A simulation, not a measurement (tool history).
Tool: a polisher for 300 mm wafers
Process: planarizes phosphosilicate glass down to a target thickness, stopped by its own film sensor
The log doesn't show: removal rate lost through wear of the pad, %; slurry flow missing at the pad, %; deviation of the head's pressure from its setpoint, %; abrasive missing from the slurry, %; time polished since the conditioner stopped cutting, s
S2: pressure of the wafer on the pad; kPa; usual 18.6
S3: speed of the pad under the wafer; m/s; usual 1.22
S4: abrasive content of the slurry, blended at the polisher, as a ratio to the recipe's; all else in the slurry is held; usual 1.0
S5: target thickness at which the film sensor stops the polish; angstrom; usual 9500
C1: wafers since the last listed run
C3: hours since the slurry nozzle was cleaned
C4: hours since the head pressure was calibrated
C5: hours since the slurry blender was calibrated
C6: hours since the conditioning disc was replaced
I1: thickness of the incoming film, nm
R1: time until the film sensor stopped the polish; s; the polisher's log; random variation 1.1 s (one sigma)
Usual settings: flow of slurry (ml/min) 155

{"run": 1, "hour": 0.0, "flow of slurry (ml/min)": 155, "S2": 18.6, "S3": 1.22, "S4": 1.0, "S5": 9500, "C1": 0, "wafers polished on this pad": 1741, "C3": 214.4, "C4": 522.0, "C5": 125.5, "C6": 601.3, "I1": 1500.9, "R1": 90.5}
{"hour": 55.9, "done": "conditioning disc replaced and pad reconditioned"}
{"hour": 92.0, "done": "worn pad replaced by a new one"}
{"hour": 117.8, "done": "slurry blender recalibrated"}
{"run": 2, "hour": 200.9, "flow of slurry (ml/min)": 155, "S2": 18.6, "S3": 1.22, "S4": 1.0, "S5": 9500, "C1": 2314, "wafers polished on this pad": 1282, "C3": 415.3, "C4": 722.9, "C5": 83.1, "C6": 145.0, "I1": 1496.3, "R1": 81.5}
{"run": 3, "hour": 272.9, "flow of slurry (ml/min)": 155, "S2": 22.8, "S3": 1.22, "S4": 1.0, "S5": 10450, "C1": 863, "wafers polished on this pad": 2146, "C3": 487.3, "C4": 794.9, "C5": 155.1, "C6": 217.0, "I1": 1506.8, "R1": 61.9}
{"hour": 309.0, "done": "slurry blender recalibrated"}
{"run": 4, "hour": 328.9, "flow of slurry (ml/min)": 155, "S2": 18.6, "S3": 1.22, "S4": 1.0, "S5": 9500, "C1": 647, "wafers polished on this pad": 2794, "C3": 543.3, "C4": 850.9, "C5": 19.9, "C6": 273.0, "I1": 1506.7, "R1": 83.8}
{"hour": 333.8, "done": "worn pad replaced by a new one"}
{"run": 5, "hour": 408.1, "flow of slurry (ml/min)": 155, "S2": 18.6, "S3": 1.22, "S4": 1.0, "S5": 9500, "C1": 902, "wafers polished on this pad": 890, "C3": 622.5, "C4": 930.1, "C5": 99.1, "C6": 352.2, "I1": 1473.1, "R1": 80.9}
{"run": 6, "hour": 464.0, "flow of slurry (ml/min)": 155, "S2": 18.6, "S3": 1.22, "S4": 1.0, "S5": 9500, "C1": 670, "wafers polished on this pad": 1561, "C3": 678.4, "C4": 986.0, "C5": 155.0, "C6": 408.1, "I1": 1489.8, "R1": 87.5}
{"run": 7, "hour": 515.1, "flow of slurry (ml/min)": 155, "S2": 18.6, "S3": 1.22, "S4": 1.0, "S5": 9500, "C1": 613, "wafers polished on this pad": 2174, "C3": 729.5, "C4": 1037.1, "C5": 206.1, "C6": 459.2, "I1": 1491.5, "R1": 91.7}
{"hour": 519.3, "done": "slurry blender recalibrated"}
{"hour": 541.0, "done": "worn pad replaced by a new one"}
{"hour": 569.5, "done": "head pressure recalibrated"}
{"run": 8, "hour": 597.1, "flow of slurry (ml/min)": 175, "S2": 18.6, "S3": 1.54, "S4": 1.0, "S5": 9500, "C1": 887, "wafers polished on this pad": 649, "C3": 811.5, "C4": 27.6, "C5": 77.8, "C6": 541.2, "I1": 1478.4, "R1": 73.4}
{"hour": 612.1, "done": "conditioning disc replaced and pad reconditioned"}
{"run": 9, "hour": 676.8, "flow of slurry (ml/min)": 195, "S2": 18.6, "S3": 1.1, "S4": 1.0, "S5": 11260, "C1": 932, "wafers polished on this pad": 1581, "C3": 891.2, "C4": 107.3, "C5": 157.5, "C6": 64.7, "I1": 1484.6, "R1": 53.6}
{"hour": 747.7, "done": "slurry blender recalibrated"}
{"hour": 777.1, "done": "worn pad replaced by a new one"}
{"run": 10, "hour": 777.6, "flow of slurry (ml/min)": 195, "S2": 18.6, "S3": 1.22, "S4": 1.1, "S5": 9500, "C1": 1137, "wafers polished on this pad": 6, "C3": 992.0, "C4": 208.1, "C5": 29.9, "C6": 165.5, "I1": 1507.1, "R1": 74.8}
{"hour": 796.0, "done": "slurry nozzle cleaned"}
{"run": 11, "hour": 869.7, "flow of slurry (ml/min)": 155, "S2": 18.6, "S3": 1.22, "S4": 1.0, "S5": 9500, "C1": 1092, "wafers polished on this pad": 1098, "C3": 73.7, "C4": 300.2, "C5": 122.0, "C6": 257.6, "I1": 1525.7, "R1": 89.2}
{"run": 12, "hour": 911.4, "flow of slurry (ml/min)": 170, "S2": 22.8, "S3": 1.0, "S4": 1.0, "S5": 9500, "C1": 500, "wafers polished on this pad": 1599, "C3": 115.4, "C4": 341.9, "C5": 163.7, "C6": 299.3, "I1": 1527.7, "R1": 85.6}
{"hour": 950.6, "done": "slurry blender recalibrated"}
{"run": 13, "hour": 979.9, "flow of slurry (ml/min)": 155, "S2": 18.6, "S3": 1.22, "S4": 1.3, "S5": 11400, "C1": 797, "wafers polished on this pad": 2397, "C3": 183.9, "C4": 410.4, "C5": 29.3, "C6": 367.8, "I1": 1517.9, "R1": 49.9}
{"hour": 1014.4, "done": "worn pad replaced by a new one"}
{"run": 14, "hour": 1060.9, "flow of slurry (ml/min)": 155, "S2": 18.6, "S3": 1.56, "S4": 1.0, "S5": 9500, "C1": 923, "wafers polished on this pad": 557, "C3": 264.9, "C4": 491.4, "C5": 110.3, "C6": 448.8, "I1": 1515.5, "R1": 81.0}

How the hidden state differs across the entries between the runs, from the last listed run before each to the first after it:
Between runs 1 and 2: conditioning disc replaced and pad reconditioned (hour 55.9); worn pad replaced by a new one (hour 92.0); slurry blender recalibrated (hour 117.8)
  abrasive missing from the slurry, %: 5.34 -> 4.05; time polished since the conditioner stopped cutting, s: 370 -> 207
  measured less the result without the state, R1: +19.1 -> +11.4 s
Between runs 3 and 4: slurry blender recalibrated (hour 309.0)
  abrasive missing from the slurry, %: 7.11 -> 2.48; time polished since the conditioner stopped cutting, s: 263 -> 295
  measured less the result without the state, R1: +12.5 -> +13.8 s
Between runs 4 and 5: worn pad replaced by a new one (hour 333.8)
  abrasive missing from the slurry, %: 2.48 -> 5.85; time polished since the conditioner stopped cutting, s: 295 -> 327
  measured less the result without the state, R1: +13.8 -> +16.2 s
Between runs 7 and 8: slurry blender recalibrated (hour 519.3); worn pad replaced by a new one (hour 541.0); head pressure recalibrated (hour 569.5)
  abrasive missing from the slurry, %: 10.4 -> 4.75; time polished since the conditioner stopped cutting, s: 354 -> 367
  measured less the result without the state, R1: +22.4 -> +16.4 s
Between runs 8 and 9: conditioning disc replaced and pad reconditioned (hour 612.1)
  abrasive missing from the slurry, %: 4.75 -> 8.14; time polished since the conditioner stopped cutting, s: 367 -> 149
  measured less the result without the state, R1: +16.4 -> +7.6 s
Between runs 9 and 10: slurry blender recalibrated (hour 747.7); worn pad replaced by a new one (hour 777.1)
  abrasive missing from the slurry, %: 8.14 -> 2.42; time polished since the conditioner stopped cutting, s: 149 -> 260
  measured less the result without the state, R1: +7.6 -> +11.1 s
Between runs 10 and 11: slurry nozzle cleaned (hour 796.0)
  abrasive missing from the slurry, %: 2.42 -> 6.34; time polished since the conditioner stopped cutting, s: 260 -> 322
  measured less the result without the state, R1: +11.1 -> +18.0 s
Between runs 12 and 13: slurry blender recalibrated (hour 950.6)
  abrasive missing from the slurry, %: 8.11 -> 2.73; time polished since the conditioner stopped cutting, s: 342 -> 367
  measured less the result without the state, R1: +19.4 -> +9.4 s
Between runs 13 and 14: worn pad replaced by a new one (hour 1014.4)
  abrasive missing from the slurry, %: 2.73 -> 6.18; time polished since the conditioner stopped cutting, s: 367 -> 387
  measured less the result without the state, R1: +9.4 -> +19.5 s
